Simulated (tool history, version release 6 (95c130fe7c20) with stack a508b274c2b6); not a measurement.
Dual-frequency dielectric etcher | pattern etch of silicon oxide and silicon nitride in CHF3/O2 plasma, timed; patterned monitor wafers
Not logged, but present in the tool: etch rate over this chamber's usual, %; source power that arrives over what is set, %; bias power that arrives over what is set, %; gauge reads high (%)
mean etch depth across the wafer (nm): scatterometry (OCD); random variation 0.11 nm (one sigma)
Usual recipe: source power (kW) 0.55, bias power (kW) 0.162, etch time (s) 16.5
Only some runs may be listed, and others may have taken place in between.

run,hour,source power (kW),bias power (kW),etch time (s),wafers since the last listed run,hours since the last wet clean,hours since the last source power generator calibration,hours since the last bias power generator calibration,hours since the last upper electrode change,hours since the gauge calibration,"read-back reference wafer on the same gauge, depth_nm",mean etch depth across the wafer (nm)
1,0,0.55,0.162,16.5,0,65.1,3517.7,3610,3673,625,21.6,22.7
2,31.8,0.55,0.162,16.5,657,96.9,3549.5,3641.8,3704.8,656.8,21.58,22.84
3,79.3,0.55,0.162,16.5,982,144.4,3597,3689.3,3752.3,704.3,21.61,22.54
4,146.1,0.55,0.162,16.5,1382,211.2,3663.8,3756.1,3819.1,771.1,21.63,22.27
5,200,0.61,0.162,16.5,1115,265.1,3717.7,3810,3873,825,21.61,22.8
# hour 312.6: wet clean of the chamber
6,313.1,0.55,0.162,16.5,1843,0.5,3830.8,3923.1,3986.1,938.1,21.62,22.99
7,337.7,0.55,0.162,16.5,509,25.1,3855.4,3947.7,4010.7,962.7,21.6,22.86
# hour 386: bias power generator calibrated
8,395.9,0.55,0.162,16.5,1121,83.3,3913.6,9.9,4068.9,1020.9,21.61,22.91
9,420.8,0.55,0.149,16.5,515,108.2,3938.5,34.8,4093.8,1045.8,21.58,21.85
10,462.5,0.55,0.149,16.5,862,149.9,3980.2,76.5,4135.5,1087.5,21.62,21.76
11,504.1,0.55,0.149,16.5,860,191.5,4021.8,118.1,4177.1,1129.1,21.57,21.28
12,530.9,0.55,0.162,16.5,554,218.3,4048.6,144.9,4203.9,1155.9,21.56,22.23
# hour 559.4: source power generator calibrated
# hour 596.1: upper electrode replaced, of another model than before
13,596.6,0.49,0.162,16.5,780,284,37.2,210.6,0.5,1221.6,21.58,21.54
14,615.4,0.55,0.162,16.5,388,302.8,56,229.4,19.3,1240.4,21.59,22.08
# hour 650.7: wet clean of the chamber
15,684.2,0.55,0.162,16.5,926,33.5,124.8,298.2,88.1,1309.2,21.6,23.03
# hour 695.2: gauge calibrated
16,729.5,0.55,0.174,13,937,78.8,170.1,343.5,133.4,34.3,21.61,18.69
17,755.5,0.64,0.148,15,537,104.8,196.1,369.5,159.4,60.3,21.6,20
18,793,0.46,0.145,19.5,775,142.3,233.6,407,196.9,97.8,21.6,24.28
19,857.6,0.55,0.162,16.5,1336,206.9,298.2,471.6,261.5,162.4,21.6,22.56
20,915.8,0.41,0.162,18.5,1204,265.1,356.4,529.8,319.7,220.6,21.58,23.99
# hour 978.9: wet clean of the chamber
21,979.4,0.55,0.162,16.5,819,0.5,420,593.4,383.3,284.2,21.63,23.09
22,1008.9,0.43,0.137,12,610,30,449.5,622.9,412.8,313.7,21.58,14.54
23,1052.4,0.55,0.144,16.5,900,73.5,493,666.4,456.3,357.2,21.6,21.22
24,1121.9,0.55,0.162,16.5,1438,143,562.5,735.9,525.8,426.7,21.59,22.65
25,1189.4,0.55,0.149,16.5,1396,210.5,630,803.4,593.3,494.2,21.63,21.22
26,1253.3,0.63,0.144,16.5,1322,274.4,693.9,867.3,657.2,558.1,21.59,21.01
27,1312.7,0.55,0.129,19.5,1229,333.8,753.3,926.7,716.6,617.5,21.59,22.19
# hour 1365.7: wet clean of the chamber
28,1381,0.5,0.133,15,916,15.3,821.6,995,784.9,685.8,21.61,18.24

Consider 5 possible next runs. They are alternatives, not a sequence: every one starts from the tool as it was left by run 28. What does each give?
A,1381.4,0.55,0.162,16.5,8,15.7,822,995.4,785.3,686.2,?,?
B,1381.4,0.55,0.143,13,8,15.7,822,995.4,785.3,686.2,?,?
C,1381.4,0.41,0.188,16.5,8,15.7,822,995.4,785.3,686.2,?,?
D,1381.4,0.55,0.2,12.5,8,15.7,822,995.4,785.3,686.2,?,?
E,1381.4,0.6,0.144,12,8,15.7,822,995.4,785.3,686.2,?,?

run,"read-back reference wafer on the same gauge, depth_nm",mean etch depth across the wafer (nm)
A,21.61,23.18
B,21.61,16.9
C,21.61,24.2
D,21.61,19.83
E,21.61,15.91
Take away the tool's hidden state, keep each run's random variation, and the runs would have read:
run,mean etch depth across the wafer (nm)
A,23.35
B,17.03
C,24.37
D,19.97
E,16.03

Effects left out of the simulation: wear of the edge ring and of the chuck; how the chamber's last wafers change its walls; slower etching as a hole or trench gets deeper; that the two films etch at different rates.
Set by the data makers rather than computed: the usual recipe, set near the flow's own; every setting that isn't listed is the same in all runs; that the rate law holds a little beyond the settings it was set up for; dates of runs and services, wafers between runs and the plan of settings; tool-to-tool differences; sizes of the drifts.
